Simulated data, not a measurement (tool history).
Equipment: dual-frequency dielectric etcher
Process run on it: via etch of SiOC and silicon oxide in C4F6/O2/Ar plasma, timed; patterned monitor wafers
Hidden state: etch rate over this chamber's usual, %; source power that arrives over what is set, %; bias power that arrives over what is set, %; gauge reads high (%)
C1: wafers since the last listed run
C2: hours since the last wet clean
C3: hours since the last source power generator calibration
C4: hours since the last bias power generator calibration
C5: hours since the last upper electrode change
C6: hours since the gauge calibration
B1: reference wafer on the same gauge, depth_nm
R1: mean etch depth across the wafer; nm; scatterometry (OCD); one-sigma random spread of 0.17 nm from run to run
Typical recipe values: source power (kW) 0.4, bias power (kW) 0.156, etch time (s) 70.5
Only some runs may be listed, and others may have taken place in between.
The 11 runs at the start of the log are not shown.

{"run": 12, "hour": 485.6, "source power (kW)": 0.43, "bias power (kW)": 0.138, "etch time (s)": 84.5, "C1": 787, "C2": 99.2, "C3": 2536.2, "C4": 2406.9, "C5": 3683.3, "C6": 778, "B1": 80.7, "R1": 86.3}
{"hour": 608.7, "done": "upper electrode replaced"}
{"run": 13, "hour": 609.2, "source power (kW)": 0.4, "bias power (kW)": 0.156, "etch time (s)": 70.5, "C1": 1462, "C2": 222.8, "C3": 2659.8, "C4": 2530.5, "C5": 0.5, "C6": 901.6, "B1": 80.7, "R1": 73}
{"hour": 640.1, "done": "bias power generator calibrated"}
{"run": 14, "hour": 656.4, "source power (kW)": 0.31, "bias power (kW)": 0.156, "etch time (s)": 51.5, "C1": 634, "C2": 270, "C3": 2707, "C4": 16.3, "C5": 47.7, "C6": 948.8, "B1": 80.7, "R1": 48.2}
{"run": 15, "hour": 701.9, "source power (kW)": 0.36, "bias power (kW)": 0.156, "etch time (s)": 70.5, "C1": 668, "C2": 315.5, "C3": 2752.5, "C4": 61.8, "C5": 93.2, "C6": 994.3, "B1": 80.8, "R1": 70}
{"run": 16, "hour": 772.2, "source power (kW)": 0.4, "bias power (kW)": 0.156, "etch time (s)": 61, "C1": 1032, "C2": 385.8, "C3": 2822.8, "C4": 132.1, "C5": 163.5, "C6": 1064.6, "B1": 80.8, "R1": 63.1}
{"run": 17, "hour": 824.0, "source power (kW)": 0.49, "bias power (kW)": 0.156, "etch time (s)": 70.5, "C1": 760, "C2": 437.6, "C3": 2874.6, "C4": 183.9, "C5": 215.3, "C6": 1116.4, "B1": 80.9, "R1": 79.3}
{"run": 18, "hour": 882.3, "source power (kW)": 0.4, "bias power (kW)": 0.156, "etch time (s)": 51.5, "C1": 856, "C2": 495.9, "C3": 2932.9, "C4": 242.2, "C5": 273.6, "C6": 1174.7, "B1": 80.9, "R1": 53.2}
{"hour": 989.1, "done": "wet clean of the chamber"}
{"run": 19, "hour": 1005.3, "source power (kW)": 0.45, "bias power (kW)": 0.156, "etch time (s)": 51.5, "C1": 1454, "C2": 16.2, "C3": 3055.9, "C4": 365.2, "C5": 396.6, "C6": 1297.7, "B1": 80.9, "R1": 55.9}
{"run": 20, "hour": 1077.2, "source power (kW)": 0.4, "bias power (kW)": 0.191, "etch time (s)": 54.5, "C1": 1055, "C2": 88.1, "C3": 3127.8, "C4": 437.1, "C5": 468.5, "C6": 1369.6, "B1": 81, "R1": 60.7}
{"hour": 1149.7, "done": "source power generator calibrated"}
{"run": 21, "hour": 1192.4, "source power (kW)": 0.4, "bias power (kW)": 0.171, "etch time (s)": 86, "C1": 1633, "C2": 203.3, "C3": 42.7, "C4": 552.3, "C5": 583.7, "C6": 1484.8, "B1": 80.9, "R1": 92.2}
{"hour": 1216.3, "done": "gauge calibrated"}
{"run": 22, "hour": 1227.8, "source power (kW)": 0.44, "bias power (kW)": 0.156, "etch time (s)": 61.5, "C1": 519, "C2": 238.7, "C3": 78.1, "C4": 587.7, "C5": 619.1, "C6": 11.5, "B1": 78.9, "R1": 64.4}
{"run": 23, "hour": 1253.2, "source power (kW)": 0.33, "bias power (kW)": 0.189, "etch time (s)": 76.5, "C1": 373, "C2": 264.1, "C3": 103.5, "C4": 613.1, "C5": 644.5, "C6": 36.9, "B1": 79, "R1": 76.9}
{"run": 24, "hour": 1398.6, "source power (kW)": 0.4, "bias power (kW)": 0.156, "etch time (s)": 78, "C1": 2135, "C2": 409.5, "C3": 248.9, "C4": 758.5, "C5": 789.9, "C6": 182.3, "B1": 79.6, "R1": 79.3}
{"hour": 1572.1, "done": "wet clean of the chamber"}
{"run": 25, "hour": 1573.5, "source power (kW)": 0.44, "bias power (kW)": 0.156, "etch time (s)": 61.5, "C1": 2216, "C2": 1.4, "C3": 423.8, "C4": 933.4, "C5": 964.8, "C6": 357.2, "B1": 80, "R1": 65.3}
{"run": 26, "hour": 1609.2, "source power (kW)": 0.34, "bias power (kW)": 0.195, "etch time (s)": 61, "C1": 524, "C2": 37.1, "C3": 459.5, "C4": 969.1, "C5": 1000.5, "C6": 392.9, "B1": 80, "R1": 63.4}
{"run": 27, "hour": 1641.0, "source power (kW)": 0.4, "bias power (kW)": 0.131, "etch time (s)": 56.5, "C1": 467, "C2": 68.9, "C3": 491.3, "C4": 1000.9, "C5": 1032.3, "C6": 424.7, "B1": 80.1, "R1": 54.5}
{"run": 28, "hour": 1692.2, "source power (kW)": 0.4, "bias power (kW)": 0.131, "etch time (s)": 70.5, "C1": 751, "C2": 120.1, "C3": 542.5, "C4": 1052.1, "C5": 1083.5, "C6": 475.9, "B1": 80.2, "R1": 67.9}
{"run": 29, "hour": 1728.1, "source power (kW)": 0.4, "bias power (kW)": 0.156, "etch time (s)": 70.5, "C1": 527, "C2": 156, "C3": 578.4, "C4": 1088, "C5": 1119.4, "C6": 511.8, "B1": 80.2, "R1": 72.3}
{"run": 30, "hour": 1774.9, "source power (kW)": 0.48, "bias power (kW)": 0.192, "etch time (s)": 54.5, "C1": 687, "C2": 202.8, "C3": 625.2, "C4": 1134.8, "C5": 1166.2, "C6": 558.6, "B1": 80.3, "R1": 65.1}

Branching from run 30: 4 alternative next runs. What would each branch give?
{"run": "A", "hour": 1775.3, "source power (kW)": 0.48, "bias power (kW)": 0.156, "etch time (s)": 70.5, "C1": 5, "C2": 203.2, "C3": 625.6, "C4": 1135.2, "C5": 1166.6, "C6": 559, "B1": "?", "R1": "?"}
{"run": "B", "hour": 1775.3, "source power (kW)": 0.36, "bias power (kW)": 0.192, "etch time (s)": 88.5, "C1": 5, "C2": 203.2, "C3": 625.6, "C4": 1135.2, "C5": 1166.6, "C6": 559, "B1": "?", "R1": "?"}
{"run": "C", "hour": 1775.3, "source power (kW)": 0.4, "bias power (kW)": 0.134, "etch time (s)": 83, "C1": 5, "C2": 203.2, "C3": 625.6, "C4": 1135.2, "C5": 1166.6, "C6": 559, "B1": "?", "R1": "?"}
{"run": "D", "hour": 1775.3, "source power (kW)": 0.48, "bias power (kW)": 0.192, "etch time (s)": 78, "C1": 5, "C2": 203.2, "C3": 625.6, "C4": 1135.2, "C5": 1166.6, "C6": 559, "B1": "?", "R1": "?"}

run=A B1=80.4 R1=77.9
run=B B1=80.4 R1=93.9
run=C B1=80.4 R1=80.8
run=D B1=80.4 R1=92.8
Had the tool no hidden state, the same runs would have come out as:
run=A R1=76.6
run=B R1=92.3
run=C R1=79.5
run=D R1=91.2

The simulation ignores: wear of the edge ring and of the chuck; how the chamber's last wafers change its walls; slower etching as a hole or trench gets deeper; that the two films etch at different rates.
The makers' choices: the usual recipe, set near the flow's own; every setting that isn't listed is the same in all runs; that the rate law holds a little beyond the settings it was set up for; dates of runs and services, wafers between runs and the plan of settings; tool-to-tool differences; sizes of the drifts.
